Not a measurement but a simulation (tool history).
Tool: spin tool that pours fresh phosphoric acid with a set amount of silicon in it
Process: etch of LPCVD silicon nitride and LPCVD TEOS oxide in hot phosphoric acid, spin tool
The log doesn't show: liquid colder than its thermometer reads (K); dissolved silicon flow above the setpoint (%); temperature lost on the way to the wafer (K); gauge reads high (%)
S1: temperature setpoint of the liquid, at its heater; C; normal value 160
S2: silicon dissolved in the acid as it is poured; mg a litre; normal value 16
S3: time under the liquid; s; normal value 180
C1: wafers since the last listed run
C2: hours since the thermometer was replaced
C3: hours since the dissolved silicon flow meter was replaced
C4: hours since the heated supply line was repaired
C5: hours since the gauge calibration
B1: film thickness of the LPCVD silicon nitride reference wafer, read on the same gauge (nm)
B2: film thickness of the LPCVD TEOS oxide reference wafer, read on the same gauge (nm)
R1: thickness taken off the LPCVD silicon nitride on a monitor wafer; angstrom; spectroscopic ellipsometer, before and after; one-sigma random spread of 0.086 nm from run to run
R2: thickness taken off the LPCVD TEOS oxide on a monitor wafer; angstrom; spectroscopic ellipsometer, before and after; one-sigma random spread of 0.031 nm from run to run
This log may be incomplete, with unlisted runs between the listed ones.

run 1 hour=0 | S1=160 S2=16 S3=180 | C1=0 C2=503.9 C3=2367 C4=618.7 C5=227 | B1=100 B2=59.987 | R1=171.3 R2=4.77
run 2 hour=17.8 | S1=158.5 S2=9.5 S3=180 | C1=100 C2=521.7 C3=2384.8 C4=636.5 C5=244.8 | B1=100.01 B2=60.036 | R1=161.5 R2=4.93
run 3 hour=52.6 | S1=158.5 S2=9.5 S3=180 | C1=196 C2=556.5 C3=2419.6 C4=671.3 C5=279.6 | B1=100 B2=59.996 | R1=162.2 R2=5.24
-- hour=76.9 dissolved silicon flow meter replaced
run 4 hour=78.5 | S1=161.5 S2=16 S3=180 | C1=140 C2=582.4 C3=1.6 C4=697.2 C5=305.5 | B1=100.03 B2=60.02 | R1=179.1 R2=4.99
-- hour=88 thermometer replaced
run 5 hour=106.8 | S1=160.5 S2=16 S3=180 | C1=153 C2=18.8 C3=29.9 C4=725.5 C5=333.8 | B1=100 B2=60.075 | R1=172.7 R2=5.02
run 6 hour=197.8 | S1=160 S2=16 S3=180 | C1=513 C2=109.8 C3=120.9 C4=816.5 C5=424.8 | B1=100.02 B2=60.05 | R1=169.6 R2=4.68
-- hour=199.3 heated supply line repaired
run 7 hour=223.8 | S1=161 S2=16 S3=180 | C1=140 C2=135.8 C3=146.9 C4=24.5 C5=450.8 | B1=99.99 B2=60 | R1=172.3 R2=4.72
run 8 hour=249.3 | S1=160 S2=19.5 S3=180 | C1=143 C2=161.3 C3=172.4 C4=50 C5=476.3 | B1=99.99 B2=59.963 | R1=165.6 R2=4.19
run 9 hour=272.1 | S1=160 S2=16 S3=180 | C1=128 C2=184.1 C3=195.2 C4=72.8 C5=499.1 | B1=100.03 B2=59.967 | R1=166.8 R2=4.15
run 10 hour=306 | S1=160 S2=16 S3=90 | C1=191 C2=218 C3=229.1 C4=106.7 C5=533 | B1=100.01 B2=60.049 | R1=83.1 R2=2.29
-- hour=328.8 heated supply line repaired, repeated, since the last time left the tool worse
run 11 hour=331.5 | S1=163 S2=29 S3=180 | C1=138 C2=243.5 C3=254.6 C4=2.7 C5=558.5 | B1=100 B2=59.975 | R1=194.1 R2=4.1
run 12 hour=358.5 | S1=160 S2=16 S3=180 | C1=152 C2=270.5 C3=281.6 C4=29.7 C5=585.5 | B1=99.99 B2=60.021 | R1=174.4 R2=4.89
run 13 hour=387.7 | S1=160 S2=25 S3=225 | C1=164 C2=299.7 C3=310.8 C4=58.9 C5=614.7 | B1=100.01 B2=60.005 | R1=219.2 R2=4.61
-- hour=394.9 gauge calibrated
run 14 hour=417.6 | S1=160 S2=16 S3=180 | C1=168 C2=329.6 C3=340.7 C4=88.8 C5=22.7 | B1=100.03 B2=59.972 | R1=176.8 R2=4.74
run 15 hour=450.7 | S1=160 S2=9.5 S3=225 | C1=186 C2=362.7 C3=373.8 C4=121.9 C5=55.8 | B1=100.01 B2=59.993 | R1=217.3 R2=7.28
run 16 hour=470.1 | S1=160 S2=16 S3=180 | C1=109 C2=382.1 C3=393.2 C4=141.3 C5=75.2 | B1=99.99 B2=59.976 | R1=174.7 R2=4.96
run 17 hour=496.9 | S1=160 S2=16 S3=225 | C1=151 C2=408.9 C3=420 C4=168.1 C5=102 | B1=100 B2=59.993 | R1=218.3 R2=5.9
run 18 hour=515.5 | S1=160 S2=16 S3=180 | C1=104 C2=427.5 C3=438.6 C4=186.7 C5=120.6 | B1=100.02 B2=59.94 | R1=176 R2=5.05
run 19 hour=538.8 | S1=163 S2=20.5 S3=140 | C1=131 C2=450.8 C3=461.9 C4=210 C5=143.9 | B1=99.99 B2=60.009 | R1=150.3 R2=4.02
run 20 hour=566.7 | S1=161.5 S2=25.5 S3=95 | C1=157 C2=478.7 C3=489.8 C4=237.9 C5=171.8 | B1=100 B2=60.008 | R1=96.6 R2=2.33
run 21 hour=580.5 | S1=160 S2=16 S3=130 | C1=77 C2=492.5 C3=503.6 C4=251.7 C5=185.6 | B1=100.02 B2=60.053 | R1=125.3 R2=3.33

Table of differences, measured result less the result of that run with no hidden state. Run-to-run variation is the same in both. Gauge scatter possibly is not:
run=1 R1=-4.3 R2=-0.27
run=2 R1=-4.2 R2=-0.29
run=3 R1=-4.4 R2=-0.32
run=4 R1=-5 R2=-0.31
run=5 R1=-5.1 R2=-0.33
run=6 R1=-5.5 R2=-0.34
run=7 R1=-9.8 R2=-0.61
run=8 R1=-9.6 R2=-0.56
run=9 R1=-9.9 R2=-0.56
run=10 R1=-5 R2=-0.32
run=11 R1=-0.2 R2=-0.01
run=12 R1=-0.4 R2=-0.03
run=13 R1=-0.6 R2=-0.03
run=14 R1=-0.7 R2=-0.04
run=15 R1=-1.2 R2=-0.09
run=16 R1=-1 R2=-0.07
run=17 R1=-1.5 R2=-0.09
run=18 R1=-1.4 R2=-0.09
run=19 R1=-1.3 R2=-0.07
run=20 R1=-1 R2=-0.05
run=21 R1=-1.4 R2=-0.08
